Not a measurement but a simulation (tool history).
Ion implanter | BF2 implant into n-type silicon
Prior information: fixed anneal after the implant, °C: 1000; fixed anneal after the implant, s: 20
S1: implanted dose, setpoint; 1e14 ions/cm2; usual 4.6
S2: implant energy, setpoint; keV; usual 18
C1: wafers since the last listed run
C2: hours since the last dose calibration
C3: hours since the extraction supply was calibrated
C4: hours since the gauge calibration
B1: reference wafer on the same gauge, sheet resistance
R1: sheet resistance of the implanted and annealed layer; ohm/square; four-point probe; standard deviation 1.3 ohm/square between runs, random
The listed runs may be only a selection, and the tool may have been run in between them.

Run 1, hour 0: usual settings; C1 0; C2 646; C3 1623.5; C4 883.3; B1 249.02. Result: R1 274.37 ohm/square.
At hour 11: Faraday cup replaced and dose calibrated.
Run 2, hour 28.2: usual settings; C1 371; C2 17.2; C3 1651.7; C4 911.5; B1 249.24. Result: R1 264.24 ohm/square.
Run 3, hour 66.4: usual settings; C1 702; C2 55.4; C3 1689.9; C4 949.7; B1 249.16. Result: R1 264.03 ohm/square.
Run 4, hour 138.2: usual settings; C1 1319; C2 127.2; C3 1761.7; C4 1021.5; B1 248.87. Result: R1 264.19 ohm/square.
Run 5, hour 205.7: usual settings; C1 1240; C2 194.7; C3 1829.2; C4 1089; B1 248.74. Result: R1 262.88 ohm/square.
Run 6, hour 264.2: usual settings; C1 1075; C2 253.2; C3 1887.7; C4 1147.5; B1 249.05. Result: R1 265.01 ohm/square.
Run 7, hour 311.1: usual settings but S2 22 keV; C1 862; C2 300.1; C3 1934.6; C4 1194.4; B1 248.84. Result: R1 254.03 ohm/square.
Run 8, hour 335.6: usual settings but S2 22 keV; C1 450; C2 324.6; C3 1959.1; C4 1218.9; B1 248.8. Result: R1 253.27 ohm/square.
Run 9, hour 390.4: usual settings but S2 22 keV; C1 1007; C2 379.4; C3 2013.9; C4 1273.7; B1 248.96. Result: R1 254.09 ohm/square.
Run 10, hour 437: usual settings but S1 3.97 1e14 ions/cm2; C1 856; C2 426; C3 2060.5; C4 1320.3; B1 249.14. Result: R1 298 ohm/square.
Run 11, hour 468.9: usual settings but S2 15 keV; C1 586; C2 457.9; C3 2092.4; C4 1352.2; B1 248.83. Result: R1 278.03 ohm/square.
At hour 568.7: Faraday cup replaced and dose calibrated.
Run 12, hour 627.3: usual settings but S2 15 keV; C1 2764; C2 58.6; C3 2250.8; C4 1510.6; B1 249.02. Result: R1 274.05 ohm/square.
Run 13, hour 659.7: usual settings but S2 15 keV; C1 595; C2 91; C3 2283.2; C4 1543; B1 249.03. Result: R1 275.7 ohm/square.
Run 14, hour 687.3: usual settings; C1 507; C2 118.6; C3 2310.8; C4 1570.6; B1 248.99. Result: R1 260.96 ohm/square.
Run 15, hour 738.3: usual settings; C1 937; C2 169.6; C3 2361.8; C4 1621.6; B1 249.06. Result: R1 263.67 ohm/square.
Run 16, hour 798.7: usual settings but S2 20 keV; C1 1110; C2 230; C3 2422.2; C4 1682; B1 248.83. Result: R1 258.07 ohm/square.
Run 17, hour 827.9: usual settings but S2 20 keV; C1 536; C2 259.2; C3 2451.4; C4 1711.2; B1 249.06. Result: R1 259.54 ohm/square.
Run 18, hour 858.6: usual settings but S1 3.81 1e14 ions/cm2, S2 12 keV; C1 564; C2 289.9; C3 2482.1; C4 1741.9; B1 248.68. Result: R1 326 ohm/square.
Run 19, hour 927.9: usual settings; C1 1273; C2 359.2; C3 2551.4; C4 1811.2; B1 248.61. Result: R1 261.94 ohm/square.
Run 20, hour 958.9: usual settings but S1 3.87 1e14 ions/cm2, S2 21 keV; C1 569; C2 390.2; C3 2582.4; C4 1842.2; B1 248.95. Result: R1 292.14 ohm/square.
At hour 978.9: extraction supply calibrated.
Run 21, hour 1016.5: usual settings but S1 3.73 1e14 ions/cm2, S2 22 keV; C1 911; C2 447.8; C3 37.6; C4 1899.8; B1 248.71. Result: R1 298.89 ohm/square.
At hour 1017.7: gauge calibrated.
Run 22, hour 1057.9: usual settings but S1 3.97 1e14 ions/cm2, S2 20.5 keV; C1 760; C2 489.2; C3 79; C4 40.2; B1 249.35. Result: R1 290.45 ohm/square.
Run 23, hour 1101.3: usual settings but S2 16.5 keV; C1 797; C2 532.6; C3 122.4; C4 83.6; B1 248.94. Result: R1 273.18 ohm/square.
At hour 1120.9: Faraday cup replaced and dose calibrated.
Run 24, hour 1166.8: usual settings; C1 1056; C2 45.9; C3 187.9; C4 149.1; B1 248.77. Result: R1 260.25 ohm/square.
Run 25, hour 1208.8: usual settings but S2 24 keV; C1 771; C2 87.9; C3 229.9; C4 191.1; B1 248.89. Result: R1 246.37 ohm/square.
Run 26, hour 1258.7: usual settings but S1 5.76 1e14 ions/cm2, S2 12 keV; C1 917; C2 137.8; C3 279.8; C4 241; B1 248.89. Result: R1 256.4 ohm/square.
Run 27, hour 1283.5: usual settings but S1 5.81 1e14 ions/cm2, S2 16 keV; C1 455; C2 162.6; C3 304.6; C4 265.8; B1 248.96. Result: R1 237.61 ohm/square.
Run 28, hour 1326.9: usual settings; C1 797; C2 206; C3 348; C4 309.2; B1 248.98. Result: R1 263.91 ohm/square.
Run 29, hour 1381: usual settings but S1 5.74 1e14 ions/cm2, S2 15.5 keV; C1 994; C2 260.1; C3 402.1; C4 363.3; B1 249.05. Result: R1 237.98 ohm/square.
Run 30, hour 1407: usual settings; C1 477; C2 286.1; C3 428.1; C4 389.3; B1 249.32. Result: R1 264.65 ohm/square.

Run 31 is up next; what results do you expect?
Run 31, hour 1432.1: usual settings but S1 5.02 1e14 ions/cm2, S2 14.5 keV; C1 461; C2 311.2; C3 453.2; C4 414.4; B1 ?. Result: R1 ?.

{"run 31": {"B1": 249.28, "R1": 262.3}}
The same run, on a tool lacking any hidden state, would have yielded R1 261.12 ohm/square.

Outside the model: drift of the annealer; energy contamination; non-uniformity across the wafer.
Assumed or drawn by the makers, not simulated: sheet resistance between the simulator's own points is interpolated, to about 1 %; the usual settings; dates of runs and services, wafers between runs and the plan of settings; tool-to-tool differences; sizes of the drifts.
